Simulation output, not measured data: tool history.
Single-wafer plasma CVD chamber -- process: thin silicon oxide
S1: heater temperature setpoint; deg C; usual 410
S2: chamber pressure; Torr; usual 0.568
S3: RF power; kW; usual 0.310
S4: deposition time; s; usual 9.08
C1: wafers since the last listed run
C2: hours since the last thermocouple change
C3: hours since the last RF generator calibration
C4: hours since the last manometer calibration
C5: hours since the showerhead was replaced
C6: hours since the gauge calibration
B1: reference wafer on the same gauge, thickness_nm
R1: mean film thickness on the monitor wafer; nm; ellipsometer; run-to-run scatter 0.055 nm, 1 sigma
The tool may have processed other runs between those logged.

run	day	S1	S2	S3	S4	C1	C2	C3	C4	C5	C6	B1	R1
1	0.000	410	0.568	0.310	10.11	0	2375.2	695.6	1098.6	2593.1	1504.1	11.817	12.480
2	1.783	410	0.568	0.310	10.11	760	2418.0	738.4	1141.4	2635.9	1546.9	11.792	12.548
3	3.767	415	0.467	0.310	9.08	845	2465.6	786.0	1189.0	2683.5	1594.5	11.790	9.182
4	5.742	415	0.467	0.310	9.08	841	2513.0	833.4	1236.4	2730.9	1641.9	11.812	9.159
# day 7.750: thermocouple changed; heater temperature recalibrated
5	8.204	422	0.568	0.340	9.08	907	10.9	892.5	1295.5	2790.0	1701.0	11.758	11.553
6	9.821	422	0.568	0.340	9.08	689	49.7	931.3	1334.3	2828.8	1739.8	11.738	11.509
7	10.996	422	0.568	0.340	9.08	500	77.9	959.5	1362.5	2857.0	1768.0	11.726	11.417
# day 12.162: RF generator calibrated
8	13.542	418	0.568	0.310	9.08	942	139.0	33.1	1423.6	2918.1	1829.1	11.741	11.083
9	16.417	418	0.568	0.310	9.08	1225	208.0	102.1	1492.6	2987.1	1898.1	11.714	11.102
10	17.658	410	0.568	0.310	9.08	529	237.8	131.9	1522.4	3016.9	1927.9	11.701	11.073
11	19.975	422	0.445	0.275	10.58	987	293.4	187.5	1578.0	3072.5	1983.5	11.698	9.538
12	22.454	420	0.568	0.310	9.08	1056	352.9	247.0	1637.5	3132.0	2043.0	11.676	10.997
13	24.288	410	0.462	0.355	9.08	781	396.9	291.0	1681.5	3176.0	2087.0	11.680	9.440
# day 25.038: capacitance manometer re-zeroed and calibrated
14	25.542	406	0.467	0.270	9.94	392	427.0	321.1	12.1	3206.1	2117.1	11.660	9.537
# day 26.025: gauge calibrated
15	27.483	424	0.686	0.340	9.08	827	473.6	367.7	58.7	3252.7	35.0	12.144	14.168
16	30.458	415	0.687	0.255	9.08	1267	545.0	439.1	130.1	3324.1	106.4	12.124	12.955
17	33.175	410	0.568	0.310	9.08	1157	610.2	504.3	195.3	3389.3	171.6	12.115	11.493
# day 34.233: showerhead replaced
18	35.571	410	0.473	0.310	9.08	879	667.7	561.8	252.8	32.1	229.1	12.104	9.623
19	37.712	410	0.568	0.310	9.08	912	719.1	613.2	304.2	83.5	280.5	12.069	11.502
20	39.779	410	0.568	0.310	9.08	880	768.7	662.8	353.8	133.1	330.1	12.032	11.475
21	41.925	410	0.568	0.310	7.46	914	820.2	714.3	405.3	184.6	381.6	12.037	9.469
22	43.033	420	0.568	0.335	9.08	472	846.8	740.9	431.9	211.2	408.2	12.064	11.711
23	44.412	395	0.653	0.360	8.15	587	879.9	774.0	465.0	244.3	441.3	12.052	12.399
24	46.921	410	0.568	0.310	7.46	1069	940.1	834.2	525.2	304.5	501.5	12.019	9.420
25	47.929	421	0.568	0.285	9.08	429	964.3	858.4	549.4	328.7	525.7	12.030	10.948
# day 52.258: RF generator calibrated
26	55.708	410	0.568	0.310	9.08	3173	1151.0	82.8	736.1	515.4	712.4	11.979	11.308

Forecast run 27:
27	58.046	410	0.568	0.310	9.08	996	1207.1	138.9	792.2	571.5	768.5	?	?

B1: 11.957
R1: 11.355 nm
If the tool had no hidden condition, the same run with the same run-to-run variation would have returned R1 11.583 nm.
